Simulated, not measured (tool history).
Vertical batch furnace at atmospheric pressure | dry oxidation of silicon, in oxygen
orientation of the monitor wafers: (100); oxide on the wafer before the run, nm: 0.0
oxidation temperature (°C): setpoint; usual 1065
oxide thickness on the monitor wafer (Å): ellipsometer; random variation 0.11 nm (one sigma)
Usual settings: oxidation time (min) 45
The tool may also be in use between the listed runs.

run   hour  oxidation temperature (°C)  oxidation time (min)  read-back reference wafer on the same gauge, thickness  oxide thickness on the monitor wafer (Å)
  1      0                        1080                    45                                                   80.99                                     849.2
  2   13.4                        1065                    45                                                   81.07                                     757.4
  3   28.4                        1065                    45                                                   81.09                                     755.2
  4   41.1                        1065                    45                                                   81.13                                     758.3
  5   52.8                        1072                    45                                                   81.16                                     802.8
  6   61.6                        1072                    45                                                   81.19                                     801.7
  7   73.2                        1065                    45                                                   81.18                                     756.9
  8   85.8                        1065                    45                                                   81.24                                     759.9
  9   93.5                        1065                    45                                                   81.27                                     758.8
     124.4  -- boat lift adjusted
     136.6  -- thermocouples replaced and temperature profile calibrated
 10  137.1                        1089                    45                                                   81.32                                     914.1
 11  141.8                        1072                  34.5                                                   81.32                                     680.9
 12  146.6                        1065                    26                                                    81.3                                     543.5
 13  160.9                        1065                    34                                                    81.3                                       638
     184.2  -- gauge calibrated
 14  190.3                        1065                    34                                                   80.51                                     633.5
 15  207.4                        1058                  38.5                                                   80.65                                     646.3
 16  220.6                        1065                    45                                                   80.73                                     752.7
 17  232.1                        1065                    24                                                   80.82                                       514
 18    247                        1082                  24.5                                                    80.9                                       597

Forecast each of these 5 alternatives for the next run:
  A  251.8                        1065                  22.5                                                       ?                                         ?
  B  251.8                        1057                    45                                                       ?                                         ?
  C  251.8                        1076                  55.5                                                       ?                                         ?
  D  251.8                        1041                    62                                                       ?                                         ?
  E  251.8                        1074                    57                                                       ?                                         ?

run  read-back reference wafer on the same gauge, thickness  oxide thickness on the monitor wafer (Å)
  A                                                   80.92                                       495
  B                                                   80.92                                     706.8
  C                                                   80.92                                     938.2
  D                                                   80.92                                     757.6
  E                                                   80.92                                     939.6
Without the tool's hidden state the same runs would have given:
run  oxide thickness on the monitor wafer (Å)
  A                                       493
  B                                     704.1
  C                                     934.6
  D                                     754.6
  E                                     935.9
